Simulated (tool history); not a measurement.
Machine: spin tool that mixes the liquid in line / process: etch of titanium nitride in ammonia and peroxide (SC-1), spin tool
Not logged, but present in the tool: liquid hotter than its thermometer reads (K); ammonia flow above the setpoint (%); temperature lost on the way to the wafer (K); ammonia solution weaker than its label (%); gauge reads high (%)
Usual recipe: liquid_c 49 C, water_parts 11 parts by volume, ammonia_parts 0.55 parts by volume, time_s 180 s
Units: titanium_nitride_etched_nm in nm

run,day,liquid_c,water_parts,ammonia_parts,time_s,wafers since the last listed run,hours since the thermometer was replaced,hours since the ammonia flow meter was replaced,hours since the heated supply line was repaired,hours since the drum of ammonia solution was connected,hours since the gauge calibration,"read-back film thickness of the titanium nitride reference wafer, read on the same gauge (nm)",titanium_nitride_etched_nm
1,0,49,11,0.55,180,0,1515.4,314,831,806,695.5,80,12.08
2,1.325,49,11,0.55,180,143,1547.2,345.8,862.8,837.8,727.3,79.98,12.24
3,2.204,49,11,0.55,180,95,1568.3,366.9,883.9,858.9,748.4,80.02,12.26
4,3.5,49,11,0.55,180,140,1599.4,398,915,890,779.5,80.05,12.25
5,4.508,56.5,11,0.55,110,109,1623.6,422.2,939.2,914.2,803.7,80.01,12.5
# day 4.808: thermometer replaced
6,5.388,39.5,11,0.55,85,90,13.9,443.3,960.3,935.3,824.8,79.98,3
7,6.596,49,12.5,0.55,180,130,42.9,472.3,989.3,964.3,853.8,79.99,11.7
# day 6.662: heated supply line repaired
8,7.417,49,8.5,0.4,180,84,62.6,492,18.1,984,873.5,79.99,13.52
9,8.388,49,11,0.4,180,105,85.9,515.3,41.4,1007.3,896.8,79.99,11.87
10,9.629,49,11,0.55,180,134,115.7,545.1,71.2,1037.1,926.6,80.04,12.61
# day 10.246: thermometer replaced, repeated, since the last time left the tool worse
11,10.983,49,11,0.75,145,142,17.7,577.6,103.7,1069.6,959.1,79.97,10.04
# day 11.458: ammonia flow meter replaced
# day 11.738: gauge calibrated
12,12.358,57.5,11,0.8,180,144,50.7,21.6,136.7,1102.6,14.9,80.03,22.68
# day 12.95: new drum of ammonia solution connected
13,15.204,57.5,8,0.55,210,303,119,89.9,205,54.1,83.2,79.97,29.15
14,16.412,58.5,13,0.75,110,130,148,118.9,234,83.1,112.2,80.03,13.44
15,17.792,52,16,0.55,180,149,181.1,152,267.1,116.2,145.3,79.98,11.97
16,18.842,41,11,0.45,240,113,206.3,177.2,292.3,141.4,170.5,80,8.65
17,19.45,49,11,0.55,180,65,220.9,191.8,306.9,156,185.1,80,12.04
18,20.592,49,7.5,0.25,285,123,248.3,219.2,334.3,183.4,212.5,80.05,20.13
19,21.388,49,11,0.55,180,86,267.4,238.3,353.4,202.5,231.6,79.98,11.95
20,21.9,41,11,0.45,240,55,279.7,250.6,365.7,214.8,243.9,79.99,8.63
21,22.788,49,11,0.4,230,96,301,271.9,387,236.1,265.2,80.02,14.53
22,23.292,57,11,0.55,180,54,313.1,284,399.1,248.2,277.3,79.99,20.7
23,24.488,40,11,0.55,180,129,341.8,312.7,427.8,276.9,306,80.02,6.23
24,25.321,55,16,0.55,180,90,361.8,332.7,447.8,296.9,326,80.01,14.86
25,26.45,49,5.5,0.65,180,122,388.9,359.8,474.9,324,353.1,79.96,17.4

Here are 3 independent what-if runs from the current tool condition. What would each one return?
A,26.471,49,13,0.55,180,2,389.4,360.3,475.4,324.5,353.6,?,?
B,26.471,44,9,0.8,210,2,389.4,360.3,475.4,324.5,353.6,?,?
C,26.471,49,11,0.3,135,2,389.4,360.3,475.4,324.5,353.6,?,?

run,"read-back film thickness of the titanium nitride reference wafer, read on the same gauge (nm)",titanium_nitride_etched_nm
A,80.05,10.99
B,80.05,11.58
C,80.05,8.08
What these runs would have given with no unlogged condition in the tool:
run,titanium_nitride_etched_nm
A,10.85
B,11.43
C,7.97
